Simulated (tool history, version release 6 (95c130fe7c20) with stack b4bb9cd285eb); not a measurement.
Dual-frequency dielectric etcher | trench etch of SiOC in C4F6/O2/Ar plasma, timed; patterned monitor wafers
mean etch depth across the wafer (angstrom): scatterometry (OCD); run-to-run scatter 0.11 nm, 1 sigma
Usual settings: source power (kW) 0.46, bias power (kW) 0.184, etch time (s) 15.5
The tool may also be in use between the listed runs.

run     day  source power (kW)  bias power (kW)  etch time (s)  read-back reference wafer on the same gauge, depth_nm  mean etch depth across the wafer (angstrom)
  1       0               0.37            0.195           15.5                                                  28.52                                        311.3
  2   2.083               0.37            0.195           15.5                                                  28.47                                          316
      4.283  -- wet clean of the chamber
  3   4.979               0.46            0.184           15.5                                                  28.51                                        328.6
  4   8.367               0.46            0.184           15.5                                                  28.51                                        330.6
  5    12.1               0.46            0.184           15.5                                                   28.5                                          334
  6  14.896               0.46            0.184           15.5                                                  28.53                                          334
  7  18.167               0.46            0.184           15.5                                                  28.51                                        337.4
  8  22.479               0.46            0.184           15.5                                                   28.5                                        341.6
     27.517  -- wet clean of the chamber
  9  27.538               0.46            0.184           15.5                                                  28.51                                        332.8
       29.6  -- bias power generator calibrated
 10  31.196               0.46            0.184           15.5                                                  28.49                                        335.9
 11  32.888               0.46            0.184           15.5                                                  28.51                                        337.1
     34.025  -- upper electrode replaced
 12  37.275               0.46            0.184           15.5                                                   28.5                                        337.3
 13  41.342               0.46            0.184           15.5                                                  28.48                                        340.3
 14  43.496               0.57            0.184           15.5                                                  28.48                                        369.1
     49.946  -- wet clean of the chamber
      50.45  -- source power generator calibrated
     55.421  -- gauge calibrated
 15  56.475               0.38            0.158           15.5                                                  28.54                                        303.1
 16  58.746               0.52            0.184           13.5                                                   28.5                                        305.8
      69.45  -- wet clean of the chamber
 17  70.021               0.51            0.184           13.5                                                  28.48                                        297.4
 18  72.796               0.51            0.184           15.5                                                   28.5                                        342.6
 19  75.083               0.46            0.144           17.5                                                  28.48                                        356.9
 20  77.392               0.46            0.211             13                                                  28.49                                        287.3
 21  80.088               0.35            0.219             18                                                  28.54                                        362.4
 22  82.042                0.4            0.184             17                                                  28.47                                        346.6
 23  84.321               0.46            0.225             14                                                   28.5                                        313.5

Alternative continuations, all from the tool just after run 23; predict every row:
  A  84.338               0.46            0.184           15.5                                                      ?                                            ?
  B  84.338               0.46            0.201           12.5                                                      ?                                            ?
  C  84.338               0.35            0.184           15.5                                                      ?                                            ?
  D  84.338               0.39            0.184           11.5                                                      ?                                            ?

run  read-back reference wafer on the same gauge, depth_nm  mean etch depth across the wafer (angstrom)
  A                                                   28.5                                        336.1
  B                                                   28.5                                        275.9
  C                                                   28.5                                        303.8
  D                                                   28.5                                        234.6
Stripped of hidden state, with their random variation kept, the same runs would have yielded:
run  mean etch depth across the wafer (angstrom)
  A                                        330.5
  B                                        271.2
  C                                        298.7
  D                                        230.6
